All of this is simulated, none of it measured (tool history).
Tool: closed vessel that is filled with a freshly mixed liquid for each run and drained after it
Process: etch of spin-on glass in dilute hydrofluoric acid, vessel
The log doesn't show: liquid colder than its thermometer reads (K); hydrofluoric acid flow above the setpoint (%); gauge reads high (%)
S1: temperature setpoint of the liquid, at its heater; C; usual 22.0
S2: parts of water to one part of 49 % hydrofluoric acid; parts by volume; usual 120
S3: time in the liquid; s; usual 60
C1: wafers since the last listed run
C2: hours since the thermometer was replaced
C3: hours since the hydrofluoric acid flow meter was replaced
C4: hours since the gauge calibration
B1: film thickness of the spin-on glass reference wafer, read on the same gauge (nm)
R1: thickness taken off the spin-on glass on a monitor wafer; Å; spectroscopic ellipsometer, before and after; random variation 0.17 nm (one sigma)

run	day	S1	S2	S3	C1	C2	C3	C4	B1	R1
1	0.000	22.0	120	60	0	1992.5	1986.4	505.1	140.02	270.3
2	0.983	23.5	120	45	1644	2016.1	2010.0	528.7	140.00	216.3
3	1.762	23.5	120	45	1302	2034.8	2028.7	547.4	140.03	217.3
4	3.242	23.5	120	45	2473	2070.3	2064.2	582.9	140.04	216.7
5	3.879	22.0	120	70	1065	2085.6	2079.5	598.2	140.02	318.8
6	5.221	22.0	120	70	2243	2117.8	2111.7	630.4	139.98	321.4
7	6.279	22.0	135	70	1769	2143.2	2137.1	655.8	140.01	281.1
8	7.212	22.0	135	70	1560	2165.6	2159.5	678.2	139.96	280.0
9	8.279	22.0	120	60	1783	2191.2	2185.1	703.8	140.00	275.5
10	11.362	22.0	120	60	5155	2265.2	2259.1	777.8	140.00	277.3
# day 11.700: gauge calibrated
11	12.346	22.0	120	60	1644	2288.8	2282.7	15.5	140.02	279.5
12	13.204	22.0	120	60	1435	2309.4	2303.3	36.1	139.96	280.4
13	13.725	22.0	150	60	870	2321.9	2315.8	48.6	140.06	215.6
14	15.154	22.0	140	60	2389	2356.2	2350.1	82.9	139.99	234.0
15	16.279	19.5	170	90	1880	2383.2	2377.1	109.9	140.02	252.5

Forecast run 16:
# day 17.429: hydrofluoric acid flow meter replaced
16	17.492	22.0	120	60	1957	2412.3	1.5	139.0	?	?

{"run 16": {"B1": 140.04, "R1": 243.6}}
Without the tool's hidden state the same run would have given R1 240.6 Å.

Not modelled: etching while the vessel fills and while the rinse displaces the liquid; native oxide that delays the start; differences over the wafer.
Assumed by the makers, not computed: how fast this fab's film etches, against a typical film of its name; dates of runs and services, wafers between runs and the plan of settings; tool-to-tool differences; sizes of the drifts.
